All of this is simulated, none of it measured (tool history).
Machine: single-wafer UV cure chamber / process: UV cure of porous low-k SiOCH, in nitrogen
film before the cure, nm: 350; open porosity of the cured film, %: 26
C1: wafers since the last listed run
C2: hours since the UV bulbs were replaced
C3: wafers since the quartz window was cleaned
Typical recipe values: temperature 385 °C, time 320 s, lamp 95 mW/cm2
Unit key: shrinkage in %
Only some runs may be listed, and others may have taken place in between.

run 1 day=0.000 | temperature=385 time=320 lamp=95 | C1=0 C2=1174.3 C3=4833 | shrinkage=14.460
run 2 day=0.692 | temperature=385 time=320 lamp=95 | C1=57 C2=1190.9 C3=4890 | shrinkage=14.379
run 3 day=1.338 | temperature=385 time=320 lamp=95 | C1=53 C2=1206.4 C3=4943 | shrinkage=14.350
run 4 day=2.008 | temperature=385 time=320 lamp=75 | C1=55 C2=1222.5 C3=4999 | shrinkage=13.372
run 5 day=2.379 | temperature=385 time=320 lamp=75 | C1=30 C2=1231.4 C3=5029 | shrinkage=13.196
-- day=2.950 UV bulbs replaced
run 6 day=2.971 | temperature=385 time=320 lamp=75 | C1=21 C2=0.5 C3=5051 | shrinkage=13.219
-- day=3.588 quartz window cleaned
run 7 day=3.608 | temperature=385 time=320 lamp=95 | C1=25 C2=15.8 C3=1 | shrinkage=14.440
run 8 day=3.921 | temperature=394 time=420 lamp=124 | C1=25 C2=23.3 C3=27 | shrinkage=17.397
run 9 day=4.475 | temperature=392 time=470 lamp=134 | C1=45 C2=36.6 C3=73 | shrinkage=18.403
run 10 day=5.046 | temperature=385 time=320 lamp=69 | C1=47 C2=50.3 C3=120 | shrinkage=12.859
run 11 day=5.446 | temperature=385 time=320 lamp=95 | C1=32 C2=59.9 C3=153 | shrinkage=14.353
run 12 day=6.117 | temperature=396 time=320 lamp=95 | C1=55 C2=76.0 C3=208 | shrinkage=14.754
run 13 day=6.512 | temperature=385 time=385 lamp=110 | C1=32 C2=85.5 C3=241 | shrinkage=16.041
run 14 day=6.975 | temperature=385 time=320 lamp=95 | C1=38 C2=96.6 C3=279 | shrinkage=14.340

Alternative continuations, all from the tool just after run 14; predict every row:
run A day=6.996 | temperature=385 time=320 lamp=95 | C1=1 C2=97.1 C3=281 | shrinkage=?
run B day=6.996 | temperature=385 time=435 lamp=95 | C1=1 C2=97.1 C3=281 | shrinkage=?
run C day=6.996 | temperature=385 time=320 lamp=132 | C1=1 C2=97.1 C3=281 | shrinkage=?
run D day=6.996 | temperature=395 time=320 lamp=95 | C1=1 C2=97.1 C3=281 | shrinkage=?
run E day=6.996 | temperature=400 time=480 lamp=95 | C1=1 C2=97.1 C3=281 | shrinkage=?

run=A shrinkage=14.334
run=B shrinkage=15.918
run=C shrinkage=16.032
run=D shrinkage=14.536
run=E shrinkage=16.741
With no hidden state in the tool, these same runs would have given:
run=A shrinkage=14.334
run=B shrinkage=15.918
run=C shrinkage=16.032
run=D shrinkage=14.536
run=E shrinkage=16.741

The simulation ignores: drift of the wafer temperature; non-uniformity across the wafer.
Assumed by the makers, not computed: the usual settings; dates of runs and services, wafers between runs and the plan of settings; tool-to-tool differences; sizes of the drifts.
